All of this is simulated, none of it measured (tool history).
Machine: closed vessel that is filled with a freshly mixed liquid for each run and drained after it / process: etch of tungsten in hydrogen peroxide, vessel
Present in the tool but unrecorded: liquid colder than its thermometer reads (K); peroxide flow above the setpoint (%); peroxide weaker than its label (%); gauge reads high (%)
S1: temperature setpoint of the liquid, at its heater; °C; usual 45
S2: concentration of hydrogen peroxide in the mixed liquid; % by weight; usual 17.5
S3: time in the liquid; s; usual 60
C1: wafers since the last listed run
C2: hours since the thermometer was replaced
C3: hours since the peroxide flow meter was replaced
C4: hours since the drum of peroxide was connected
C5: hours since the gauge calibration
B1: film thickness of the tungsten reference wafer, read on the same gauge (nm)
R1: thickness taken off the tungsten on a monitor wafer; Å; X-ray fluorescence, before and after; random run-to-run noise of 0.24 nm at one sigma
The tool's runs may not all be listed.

{"run": 1, "hour": 0.0, "S1": 45, "S2": 17.5, "S3": 60, "C1": 0, "C2": 2896.6, "C3": 475.8, "C4": 704, "C5": 37.6, "B1": 70.01, "R1": 1065.9}
{"run": 2, "hour": 13.3, "S1": 45, "S2": 17.5, "S3": 60, "C1": 1765, "C2": 2909.9, "C3": 489.1, "C4": 717.3, "C5": 50.9, "B1": 69.98, "R1": 1063.8}
{"run": 3, "hour": 29.9, "S1": 45, "S2": 18.5, "S3": 60, "C1": 2203, "C2": 2926.5, "C3": 505.7, "C4": 733.9, "C5": 67.5, "B1": 70.02, "R1": 1093.8}
{"run": 4, "hour": 37.6, "S1": 45, "S2": 18.5, "S3": 60, "C1": 1022, "C2": 2934.2, "C3": 513.4, "C4": 741.6, "C5": 75.2, "B1": 70.02, "R1": 1095}
{"hour": 51.8, "done": "thermometer replaced"}
{"run": 5, "hour": 52.3, "S1": 45, "S2": 18.5, "S3": 60, "C1": 1818, "C2": 0.5, "C3": 528.1, "C4": 756.3, "C5": 89.9, "B1": 70, "R1": 1299.6}
{"run": 6, "hour": 61.3, "S1": 45, "S2": 17.5, "S3": 60, "C1": 1194, "C2": 9.5, "C3": 537.1, "C4": 765.3, "C5": 98.9, "B1": 70.01, "R1": 1263.2}
{"hour": 64.0, "done": "new drum of peroxide connected"}
{"run": 7, "hour": 71.9, "S1": 45, "S2": 17.5, "S3": 60, "C1": 1274, "C2": 20.1, "C3": 547.7, "C4": 7.9, "C5": 109.5, "B1": 70, "R1": 1269.1}
{"run": 8, "hour": 81.8, "S1": 45, "S2": 17.5, "S3": 60, "C1": 1314, "C2": 30, "C3": 557.6, "C4": 17.8, "C5": 119.4, "B1": 69.98, "R1": 1270.4}
{"run": 9, "hour": 98.3, "S1": 45, "S2": 17.5, "S3": 60, "C1": 2190, "C2": 46.5, "C3": 574.1, "C4": 34.3, "C5": 135.9, "B1": 69.98, "R1": 1267.4}
{"hour": 100.4, "done": "peroxide flow meter replaced"}
{"run": 10, "hour": 108.0, "S1": 54, "S2": 17.5, "S3": 60, "C1": 1154, "C2": 56.2, "C3": 7.6, "C4": 44, "C5": 145.6, "B1": 69.99, "R1": 2077.1}
{"run": 11, "hour": 123.3, "S1": 53.5, "S2": 17.5, "S3": 30, "C1": 2030, "C2": 71.5, "C3": 22.9, "C4": 59.3, "C5": 160.9, "B1": 69.97, "R1": 1014.7}
{"hour": 134.4, "done": "gauge calibrated"}
{"run": 12, "hour": 140.1, "S1": 54, "S2": 13.5, "S3": 30, "C1": 2230, "C2": 88.3, "C3": 39.7, "C4": 76.1, "C5": 5.7, "B1": 70, "R1": 918.8}
{"run": 13, "hour": 152.9, "S1": 49.5, "S2": 17.5, "S3": 50, "C1": 1699, "C2": 101.1, "C3": 52.5, "C4": 88.9, "C5": 18.5, "B1": 69.99, "R1": 1326.6}
{"run": 14, "hour": 159.3, "S1": 45, "S2": 13.5, "S3": 60, "C1": 849, "C2": 107.5, "C3": 58.9, "C4": 95.3, "C5": 24.9, "B1": 69.99, "R1": 1056.9}
{"run": 15, "hour": 172.0, "S1": 45, "S2": 17.5, "S3": 60, "C1": 1685, "C2": 120.2, "C3": 71.6, "C4": 108, "C5": 37.6, "B1": 70.01, "R1": 1206.4}

Below are 4 alternative next runs, each starting from the tool's condition after run 15. Predict each:
{"run": "A", "hour": 172.7, "S1": 45, "S2": 17.5, "S3": 60, "C1": 92, "C2": 120.9, "C3": 72.3, "C4": 108.7, "C5": 38.3, "B1": "?", "R1": "?"}
{"run": "B", "hour": 172.7, "S1": 52.5, "S2": 15, "S3": 40, "C1": 92, "C2": 120.9, "C3": 72.3, "C4": 108.7, "C5": 38.3, "B1": "?", "R1": "?"}
{"run": "C", "hour": 172.7, "S1": 45, "S2": 20.5, "S3": 90, "C1": 92, "C2": 120.9, "C3": 72.3, "C4": 108.7, "C5": 38.3, "B1": "?", "R1": "?"}
{"run": "D", "hour": 172.7, "S1": 50.5, "S2": 13, "S3": 90, "C1": 92, "C2": 120.9, "C3": 72.3, "C4": 108.7, "C5": 38.3, "B1": "?", "R1": "?"}

run=A B1=70.01 R1=1204.9
run=B B1=70.01 R1=1181.3
run=C B1=70.01 R1=1956.1
run=D B1=70.01 R1=2191.7
Stripped of hidden state, with their random variation kept, the same runs would have yielded:
run=A R1=1212.5
run=B R1=1187.8
run=C R1=1968.4
run=D R1=2204.3
